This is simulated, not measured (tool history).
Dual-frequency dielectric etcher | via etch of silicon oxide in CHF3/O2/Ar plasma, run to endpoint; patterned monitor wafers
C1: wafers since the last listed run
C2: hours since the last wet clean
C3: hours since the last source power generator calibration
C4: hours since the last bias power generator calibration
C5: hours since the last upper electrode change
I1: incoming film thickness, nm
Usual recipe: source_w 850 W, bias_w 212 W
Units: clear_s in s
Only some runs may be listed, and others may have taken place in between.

run 1 hour=0.0 | source_w=790 bias_w=212 | C1=0 C2=372.2 C3=3681.1 C4=3129.5 C5=3330.6 | I1=651.0 | clear_s=258.8
run 2 hour=17.3 | source_w=790 bias_w=212 | C1=88 C2=389.5 C3=3698.4 C4=3146.8 C5=3347.9 | I1=642.8 | clear_s=253.7
run 3 hour=46.0 | source_w=790 bias_w=212 | C1=147 C2=418.2 C3=3727.1 C4=3175.5 C5=3376.6 | I1=640.2 | clear_s=253.5
-- hour=63.2 source power generator calibrated
run 4 hour=74.0 | source_w=960 bias_w=212 | C1=123 C2=446.2 C3=10.8 C4=3203.5 C5=3404.6 | I1=640.6 | clear_s=241.6
run 5 hour=102.7 | source_w=960 bias_w=212 | C1=147 C2=474.9 C3=39.5 C4=3232.2 C5=3433.3 | I1=647.9 | clear_s=244.1
run 6 hour=124.5 | source_w=800 bias_w=212 | C1=112 C2=496.7 C3=61.3 C4=3254.0 C5=3455.1 | I1=648.1 | clear_s=255.7
-- hour=184.7 wet clean of the chamber
-- hour=221.2 bias power generator calibrated
-- hour=235.9 upper electrode replaced
run 7 hour=236.4 | source_w=800 bias_w=212 | C1=356 C2=51.7 C3=173.2 C4=15.2 C5=0.5 | I1=648.9 | clear_s=255.2
run 8 hour=236.8 | source_w=850 bias_w=212 | C1=2 C2=52.1 C3=173.6 C4=15.6 C5=0.9 | I1=645.3 | clear_s=250.2
run 9 hour=267.5 | source_w=710 bias_w=212 | C1=157 C2=82.8 C3=204.3 C4=46.3 C5=31.6 | I1=647.8 | clear_s=263.6
run 10 hour=287.5 | source_w=910 bias_w=164 | C1=102 C2=102.8 C3=224.3 C4=66.3 C5=51.6 | I1=650.8 | clear_s=279.4
run 11 hour=303.4 | source_w=850 bias_w=212 | C1=81 C2=118.7 C3=240.2 C4=82.2 C5=67.5 | I1=644.7 | clear_s=251.0
run 12 hour=317.4 | source_w=850 bias_w=212 | C1=71 C2=132.7 C3=254.2 C4=96.2 C5=81.5 | I1=643.5 | clear_s=252.6
run 13 hour=334.4 | source_w=650 bias_w=177 | C1=87 C2=149.7 C3=271.2 C4=113.2 C5=98.5 | I1=646.6 | clear_s=291.8
run 14 hour=353.5 | source_w=670 bias_w=186 | C1=98 C2=168.8 C3=290.3 C4=132.3 C5=117.6 | I1=649.4 | clear_s=286.1
run 15 hour=374.2 | source_w=850 bias_w=212 | C1=106 C2=189.5 C3=311.0 C4=153.0 C5=138.3 | I1=638.2 | clear_s=248.2
run 16 hour=407.3 | source_w=760 bias_w=246 | C1=170 C2=222.6 C3=344.1 C4=186.1 C5=171.4 | I1=649.9 | clear_s=246.4
run 17 hour=423.1 | source_w=950 bias_w=233 | C1=81 C2=238.4 C3=359.9 C4=201.9 C5=187.2 | I1=648.3 | clear_s=238.0
run 18 hour=495.4 | source_w=850 bias_w=239 | C1=371 C2=310.7 C3=432.2 C4=274.2 C5=259.5 | I1=649.0 | clear_s=239.8
run 19 hour=524.1 | source_w=950 bias_w=233 | C1=147 C2=339.4 C3=460.9 C4=302.9 C5=288.2 | I1=642.0 | clear_s=231.9
run 20 hour=544.2 | source_w=950 bias_w=246 | C1=103 C2=359.5 C3=481.0 C4=323.0 C5=308.3 | I1=641.4 | clear_s=227.9
run 21 hour=569.1 | source_w=740 bias_w=247 | C1=128 C2=384.4 C3=505.9 C4=347.9 C5=333.2 | I1=643.7 | clear_s=240.7
run 22 hour=597.9 | source_w=850 bias_w=212 | C1=148 C2=413.2 C3=534.7 C4=376.7 C5=362.0 | I1=642.0 | clear_s=249.0
run 23 hour=631.9 | source_w=680 bias_w=212 | C1=174 C2=447.2 C3=568.7 C4=410.7 C5=396.0 | I1=652.5 | clear_s=270.0
run 24 hour=660.5 | source_w=850 bias_w=173 | C1=147 C2=475.8 C3=597.3 C4=439.3 C5=424.6 | I1=645.2 | clear_s=273.2
run 25 hour=693.3 | source_w=980 bias_w=212 | C1=168 C2=508.6 C3=630.1 C4=472.1 C5=457.4 | I1=640.8 | clear_s=239.6
-- hour=733.0 wet clean of the chamber
run 26 hour=733.5 | source_w=930 bias_w=236 | C1=83 C2=0.5 C3=670.3 C4=512.3 C5=497.6 | I1=641.2 | clear_s=231.3
run 27 hour=751.5 | source_w=940 bias_w=212 | C1=92 C2=18.5 C3=688.3 C4=530.3 C5=515.6 | I1=645.8 | clear_s=244.5
run 28 hour=789.2 | source_w=1030 bias_w=243 | C1=193 C2=56.2 C3=726.0 C4=568.0 C5=553.3 | I1=643.0 | clear_s=226.2
run 29 hour=807.9 | source_w=850 bias_w=212 | C1=96 C2=74.9 C3=744.7 C4=586.7 C5=572.0 | I1=648.4 | clear_s=254.3
run 30 hour=835.4 | source_w=740 bias_w=212 | C1=141 C2=102.4 C3=772.2 C4=614.2 C5=599.5 | I1=635.5 | clear_s=258.7
run 31 hour=850.2 | source_w=1020 bias_w=261 | C1=76 C2=117.2 C3=787.0 C4=629.0 C5=614.3 | I1=646.2 | clear_s=219.6
run 32 hour=881.5 | source_w=850 bias_w=246 | C1=160 C2=148.5 C3=818.3 C4=660.3 C5=645.6 | I1=645.8 | clear_s=237.7
run 33 hour=912.0 | source_w=850 bias_w=212 | C1=156 C2=179.0 C3=848.8 C4=690.8 C5=676.1 | I1=648.0 | clear_s=252.8
run 34 hour=939.4 | source_w=980 bias_w=263 | C1=140 C2=206.4 C3=876.2 C4=718.2 C5=703.5 | I1=640.4 | clear_s=219.2

Take each entry between the runs: how does the hidden state at the last listed run before it differ from the hidden state at the first listed run after it?
Runs 3 to 4: source power generator calibrated (hour 63.2)
  no difference in the tool's unlogged condition between these two runs
Runs 6 to 7: wet clean of the chamber (hour 184.7); bias power generator calibrated (hour 221.2); upper electrode replaced (hour 235.9)
  no difference in the tool's unlogged condition between these two runs
Runs 25 to 26: wet clean of the chamber (hour 733.0)
  no difference in the tool's unlogged condition between these two runs
